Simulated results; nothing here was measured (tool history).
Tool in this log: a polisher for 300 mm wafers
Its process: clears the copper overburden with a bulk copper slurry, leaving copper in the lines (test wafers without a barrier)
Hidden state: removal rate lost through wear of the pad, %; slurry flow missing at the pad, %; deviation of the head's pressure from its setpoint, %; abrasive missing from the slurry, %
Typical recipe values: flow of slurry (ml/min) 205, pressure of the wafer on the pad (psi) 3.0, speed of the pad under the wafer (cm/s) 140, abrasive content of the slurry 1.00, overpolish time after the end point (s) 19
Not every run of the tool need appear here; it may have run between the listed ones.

run,day,flow of slurry (ml/min),pressure of the wafer on the pad (psi),speed of the pad under the wafer (cm/s),abrasive content of the slurry,overpolish time after the end point (s),wafers since the last listed run,wafers polished on this pad,hours since the slurry nozzle was cleaned,hours since the head pressure was calibrated,hours since the slurry blender was calibrated,"incoming thickness of the incoming film, nm",time until the end point was called (s),dishing of a wide line in a test structure (angstrom)
1,0.000,205,2.2,140,1.00,19,0,323,704.1,1119.6,298.1,1241.5,133.4,888
2,0.262,205,2.2,140,1.00,19,41,365,710.4,1125.9,304.4,1220.3,128.7,891
3,0.717,205,2.2,140,1.00,19,72,437,721.3,1136.8,315.3,1205.5,129.9,852
4,1.296,205,3.0,140,1.00,13,92,529,735.2,1150.7,329.2,1209.5,103.3,830
5,1.638,205,3.0,140,1.00,13,54,583,743.4,1158.9,337.4,1235.7,105.9,821
6,2.250,205,3.0,140,1.00,13,97,681,758.1,1173.6,352.1,1214.8,110.4,801
7,2.579,205,3.0,140,1.00,19,52,733,766.0,1181.5,360.0,1219.8,111.3,1009
# day 3.171: worn pad replaced by a new one
8,3.192,205,3.0,140,1.00,19,70,3,780.7,1196.2,374.7,1239.9,101.2,1056
9,3.558,205,3.0,140,1.00,19,58,61,789.5,1205.0,383.5,1228.6,98.7,1062
# day 3.658: head pressure recalibrated
10,3.992,205,3.0,140,1.00,19,55,117,799.9,8.0,393.9,1228.5,97.3,1046
11,4.250,245,3.0,112,1.00,15,41,158,806.1,14.2,400.1,1216.8,120.4,821
# day 4.971: slurry nozzle cleaned
12,4.992,205,3.0,140,1.00,13,111,269,0.5,32.0,417.9,1220.7,102.0,850
# day 5.467: slurry blender recalibrated
13,5.625,160,2.1,140,1.15,19,87,357,15.7,47.2,3.8,1222.2,135.4,856
14,6.246,245,3.0,140,1.00,19,98,456,30.6,62.1,18.7,1198.6,96.7,1023
15,6.800,205,2.1,140,1.00,19,88,544,43.9,75.4,32.0,1218.8,142.5,837
16,7.133,185,2.2,140,1.25,11,53,597,51.9,83.4,40.0,1242.8,133.0,610
17,7.612,205,2.2,128,0.90,19,76,673,63.4,94.9,51.5,1212.9,151.7,813
# day 7.846: worn pad replaced by a new one
18,8.275,205,2.0,118,1.00,29,78,67,79.3,110.8,67.4,1226.0,160.9,968
19,8.954,205,3.0,140,1.00,19,108,176,95.6,127.1,83.7,1228.1,95.8,1073
20,9.692,205,3.0,140,1.00,22,117,293,113.3,144.8,101.4,1211.9,98.6,1129

3 ways to go on from here, each from the tool as it stands after run 20. What would each give?
A,9.712,205,3.0,140,1.00,19,3,296,113.8,145.3,101.9,1216.8,?,?
B,9.712,140,2.1,140,1.00,13,3,296,113.8,145.3,101.9,1216.8,?,?
C,9.712,170,2.3,140,1.00,26,3,296,113.8,145.3,101.9,1216.8,?,?

run,time until the end point was called (s),dishing of a wide line in a test structure (angstrom)
A,100.1,1054
B,135.3,670
C,124.6,1057
The same runs, with their run-to-run variation unchanged, on a tool lacking any hidden condition would have given:
run,time until the end point was called (s),dishing of a wide line in a test structure (angstrom)
A,98.0,1065
B,132.5,680
C,122.0,1067
